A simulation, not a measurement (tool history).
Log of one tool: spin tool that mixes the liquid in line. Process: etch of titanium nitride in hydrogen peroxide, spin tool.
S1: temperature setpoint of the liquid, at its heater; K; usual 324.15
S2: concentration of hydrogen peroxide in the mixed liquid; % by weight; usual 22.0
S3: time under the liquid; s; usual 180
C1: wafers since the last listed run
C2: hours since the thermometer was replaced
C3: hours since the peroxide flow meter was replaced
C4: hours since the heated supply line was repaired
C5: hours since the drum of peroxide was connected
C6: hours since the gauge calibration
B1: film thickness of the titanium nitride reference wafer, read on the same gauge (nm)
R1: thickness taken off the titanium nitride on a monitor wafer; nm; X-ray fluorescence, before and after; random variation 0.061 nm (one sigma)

Run 1, hour 0.0: usual settings but S3 100 s; C1 0; C2 1749.1; C3 782.4; C4 503.2; C5 20.3; C6 921.1; B1 129.99. Result: R1 6.57 nm.
At hour 43.0: peroxide flow meter replaced.
Run 2, hour 54.7: usual settings but S1 318.65 K, S2 28.0 % by weight, S3 100 s; C1 514; C2 1803.8; C3 11.7; C4 557.9; C5 75.0; C6 975.8; B1 129.98. Result: R1 4.63 nm.
Run 3, hour 99.7: usual settings but S3 235 s; C1 430; C2 1848.8; C3 56.7; C4 602.9; C5 120.0; C6 1020.8; B1 129.99. Result: R1 15.39 nm.
Run 4, hour 147.1: usual settings but S1 326.65 K, S2 17.5 % by weight, S3 120 s; C1 453; C2 1896.2; C3 104.1; C4 650.3; C5 167.4; C6 1068.2; B1 129.99. Result: R1 8.95 nm.
Run 5, hour 201.1: usual settings but S1 315.15 K, S2 24.5 % by weight; C1 517; C2 1950.2; C3 158.1; C4 704.3; C5 221.4; C6 1122.2; B1 130.01. Result: R1 6.16 nm.
Run 6, hour 242.2: usual settings but S1 327.15 K, S2 17.5 % by weight, S3 110 s; C1 393; C2 1991.3; C3 199.2; C4 745.4; C5 262.5; C6 1163.3; B1 129.99. Result: R1 8.41 nm.
Run 7, hour 277.9: usual settings but S2 25.5 % by weight; C1 341; C2 2027.0; C3 234.9; C4 781.1; C5 298.2; C6 1199.0; B1 130.02. Result: R1 12.14 nm.
Run 8, hour 313.0: usual settings but S3 275 s; C1 336; C2 2062.1; C3 270.0; C4 816.2; C5 333.3; C6 1234.1; B1 130.00. Result: R1 17.79 nm.
Run 9, hour 359.3: usual settings but S3 90 s; C1 443; C2 2108.4; C3 316.3; C4 862.5; C5 379.6; C6 1280.4; B1 130.01. Result: R1 5.85 nm.
At hour 411.7: new drum of peroxide connected.
Run 10, hour 420.4: usual settings; C1 575; C2 2169.5; C3 377.4; C4 923.6; C5 8.7; C6 1341.5; B1 130.02. Result: R1 11.83 nm.
At hour 422.1: thermometer replaced.
At hour 450.9: gauge calibrated.
Run 11, hour 488.8: usual settings but S3 70 s; C1 645; C2 66.7; C3 445.8; C4 992.0; C5 77.1; C6 37.9; B1 129.99. Result: R1 4.55 nm.
Run 12, hour 513.7: usual settings but S2 24.0 % by weight, S3 145 s; C1 238; C2 91.6; C3 470.7; C4 1016.9; C5 102.0; C6 62.8; B1 130.01. Result: R1 9.64 nm.
Run 13, hour 539.3: usual settings but S1 329.15 K, S3 250 s; C1 245; C2 117.2; C3 496.3; C4 1042.5; C5 127.6; C6 88.4; B1 130.01. Result: R1 23.10 nm.
Run 14, hour 600.8: usual settings; C1 588; C2 178.7; C3 557.8; C4 1104.0; C5 189.1; C6 149.9; B1 129.99. Result: R1 11.75 nm.
Run 15, hour 648.3: usual settings but S1 318.15 K, S2 26.5 % by weight, S3 95 s; C1 454; C2 226.2; C3 605.3; C4 1151.5; C5 236.6; C6 197.4; B1 129.98. Result: R1 4.14 nm.
Run 16, hour 709.8: usual settings but S3 145 s; C1 588; C2 287.7; C3 666.8; C4 1213.0; C5 298.1; C6 258.9; B1 130.01. Result: R1 9.47 nm.
Run 17, hour 739.5: usual settings but S1 316.65 K, S2 25.0 % by weight, S3 235 s; C1 284; C2 317.4; C3 696.5; C4 1242.7; C5 327.8; C6 288.6; B1 129.98. Result: R1 9.05 nm.
Run 18, hour 795.7: usual settings but S2 19.5 % by weight; C1 538; C2 373.6; C3 752.7; C4 1298.9; C5 384.0; C6 344.8; B1 130.01. Result: R1 11.26 nm.
Run 19, hour 827.4: usual settings but S2 18.5 % by weight, S3 145 s; C1 303; C2 405.3; C3 784.4; C4 1330.6; C5 415.7; C6 376.5; B1 129.99. Result: R1 8.99 nm.
Run 20, hour 893.0: usual settings; C1 628; C2 470.9; C3 850.0; C4 1396.2; C5 481.3; C6 442.1; B1 130.01. Result: R1 11.69 nm.
Run 21, hour 957.7: usual settings but S2 25.5 % by weight, S3 280 s; C1 619; C2 535.6; C3 914.7; C4 1460.9; C5 546.0; C6 506.8; B1 129.99. Result: R1 18.51 nm.
At hour 966.7: new drum of peroxide connected.
Run 22, hour 1022.0: usual settings; C1 606; C2 599.9; C3 979.0; C4 1525.2; C5 55.3; C6 571.1; B1 130.03. Result: R1 11.78 nm.
Run 23, hour 1088.0: usual settings but S2 28.0 % by weight, S3 225 s; C1 632; C2 665.9; C3 1045.0; C4 1591.2; C5 121.3; C6 637.1; B1 130.01. Result: R1 15.34 nm.
At hour 1093.5: peroxide flow meter replaced.
Run 24, hour 1132.8: usual settings but S2 18.5 % by weight, S3 145 s; C1 419; C2 710.7; C3 39.3; C4 1636.0; C5 166.1; C6 681.9; B1 130.02. Result: R1 9.07 nm.

5 ways to go on from here, each from the tool as it stands after run 24. What would each give?
Run A, hour 1133.3: usual settings but S3 210 s; C1 4; C2 711.2; C3 39.8; C4 1636.5; C5 166.6; C6 682.4; B1 ?. Result: R1 ?.
Run B, hour 1133.3: usual settings but S2 20.5 % by weight, S3 150 s; C1 4; C2 711.2; C3 39.8; C4 1636.5; C5 166.6; C6 682.4; B1 ?. Result: R1 ?.
Run C, hour 1133.3: usual settings but S1 330.15 K, S2 25.5 % by weight; C1 4; C2 711.2; C3 39.8; C4 1636.5; C5 166.6; C6 682.4; B1 ?. Result: R1 ?.
Run D, hour 1133.3: usual settings but S1 320.65 K; C1 4; C2 711.2; C3 39.8; C4 1636.5; C5 166.6; C6 682.4; B1 ?. Result: R1 ?.
Run E, hour 1133.3: usual settings but S1 331.65 K, S2 26.5 % by weight, S3 70 s; C1 4; C2 711.2; C3 39.8; C4 1636.5; C5 166.6; C6 682.4; B1 ?. Result: R1 ?.

run      B1     R1
  A  130.02  13.65
  B  130.02   9.61
  C  130.02  18.44
  D  130.02   9.08
  E  130.02   8.02
Without the tool's hidden state the same runs would have given:
run     R1
  A  13.74
  B   9.66
  C  18.56
  D   9.13
  E   8.07
